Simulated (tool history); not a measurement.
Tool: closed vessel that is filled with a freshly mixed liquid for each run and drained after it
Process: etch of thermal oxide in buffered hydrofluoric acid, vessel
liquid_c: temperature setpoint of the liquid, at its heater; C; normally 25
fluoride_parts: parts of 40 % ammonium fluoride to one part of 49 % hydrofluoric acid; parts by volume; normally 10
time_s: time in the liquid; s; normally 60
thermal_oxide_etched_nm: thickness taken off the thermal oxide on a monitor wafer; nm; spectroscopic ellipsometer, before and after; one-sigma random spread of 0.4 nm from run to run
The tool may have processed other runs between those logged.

| run | hour | liquid_c | fluoride_parts | time_s | wafers since the last listed run | hours since the thermometer was replaced | hours since the hydrofluoric acid flow meter was replaced | hours since the gauge calibration | read-back film thickness of the thermal oxide reference wafer, read on the same gauge (nm) | thermal_oxide_etched_nm |
|---|---|---|---|---|---|---|---|---|---|---|
| 1 | 0 | 25 | 10 | 60 | 0 | 2161.3 | 1644.6 | 207.4 | 100 | 65.1 |
| 2 | 20.7 | 25 | 10 | 60 | 2011 | 2182 | 1665.3 | 228.1 | 100.03 | 66.03 |
| 3 | 37.1 | 25 | 10 | 60 | 1594 | 2198.4 | 1681.7 | 244.5 | 100.03 | 64.66 |
| 4 | 57 | 25 | 8 | 60 | 1934 | 2218.3 | 1701.6 | 264.4 | 100.03 | 78.44 |
| 5 | 78.9 | 22.5 | 10 | 60 | 2128 | 2240.2 | 1723.5 | 286.3 | 99.98 | 56.55 |
| 6 | 108.8 | 22.5 | 10 | 60 | 2906 | 2270.1 | 1753.4 | 316.2 | 99.99 | 56.35 |
| 7 | 126.8 | 22.5 | 10 | 60 | 1749 | 2288.1 | 1771.4 | 334.2 | 99.99 | 56.23 |
| 8 | 139.9 | 28.5 | 10 | 60 | 1273 | 2301.2 | 1784.5 | 347.3 | 99.97 | 78.35 |
| 9 | 159.5 | 28.5 | 10 | 60 | 1905 | 2320.8 | 1804.1 | 366.9 | 100.02 | 78.53 |
| 10 | 176.6 | 28.5 | 10 | 60 | 1662 | 2337.9 | 1821.2 | 384 | 100.01 | 78.36 |
| 11 | 201.3 | 25 | 11.5 | 60 | 2400 | 2362.6 | 1845.9 | 408.7 | 100.04 | 56.13 |
| 12 | 216.7 | 25 | 11 | 40 | 1496 | 2378 | 1861.3 | 424.1 | 100.02 | 39.21 |
| 13 | 249.1 | 27 | 11.5 | 60 | 3149 | 2410.4 | 1893.7 | 456.5 | 100 | 62.29 |
| 14 | 279.3 | 25 | 10 | 60 | 2935 | 2440.6 | 1923.9 | 486.7 | 99.98 | 64.05 |
| 15 | 291.4 | 28 | 10 | 90 | 1176 | 2452.7 | 1936 | 498.8 | 100.02 | 111.82 |
|  | 305.9 | thermometer replaced |
| 16 | 318.1 | 25 | 10 | 60 | 2497 | 12.2 | 1962.7 | 525.5 | 99.98 | 64.17 |
|  | 337.2 | gauge calibrated |
| 17 | 349.8 | 27 | 9 | 40 | 3081 | 43.9 | 1994.4 | 12.6 | 100 | 53.13 |
| 18 | 376.6 | 25 | 13.5 | 60 | 2604 | 70.7 | 2021.2 | 39.4 | 100 | 47.65 |
| 19 | 399.7 | 28.5 | 6.5 | 70 | 2245 | 93.8 | 2044.3 | 62.5 | 100.02 | 135.82 |
|  | 414 | hydrofluoric acid flow meter replaced |
| 20 | 414.5 | 25 | 11 | 40 | 1341 | 108.6 | 0.5 | 77.3 | 100 | 42.06 |
| 21 | 435.7 | 25 | 10 | 90 | 2060 | 129.8 | 21.7 | 98.5 | 99.99 | 104.78 |
| 22 | 462.7 | 28.5 | 6.5 | 70 | 2624 | 156.8 | 48.7 | 125.5 | 99.98 | 147.19 |
| 23 | 498.4 | 22 | 6 | 45 | 3469 | 192.5 | 84.4 | 161.2 | 100.04 | 71.1 |
| 24 | 522.9 | 25 | 10 | 90 | 2381 | 217 | 108.9 | 185.7 | 100.01 | 104.06 |

Each row is a separate what-if for the run after 24, all from the same tool condition, not one after another. Results?
| A | 523.6 | 25 | 6.5 | 60 | 68 | 217.7 | 109.6 | 186.4 | ? | ? |
| B | 523.6 | 21 | 7 | 40 | 68 | 217.7 | 109.6 | 186.4 | ? | ? |
| C | 523.6 | 20 | 9 | 75 | 68 | 217.7 | 109.6 | 186.4 | ? | ? |

| run | read-back film thickness of the thermal oxide reference wafer, read on the same gauge (nm) | thermal_oxide_etched_nm |
|---|---|---|
| A | 99.98 | 104.66 |
| B | 99.98 | 52.37 |
| C | 99.98 | 71.26 |
What these runs would have given with no unlogged condition in the tool:
| run | thermal_oxide_etched_nm |
|---|---|
| A | 106.14 |
| B | 53.29 |
| C | 71.99 |
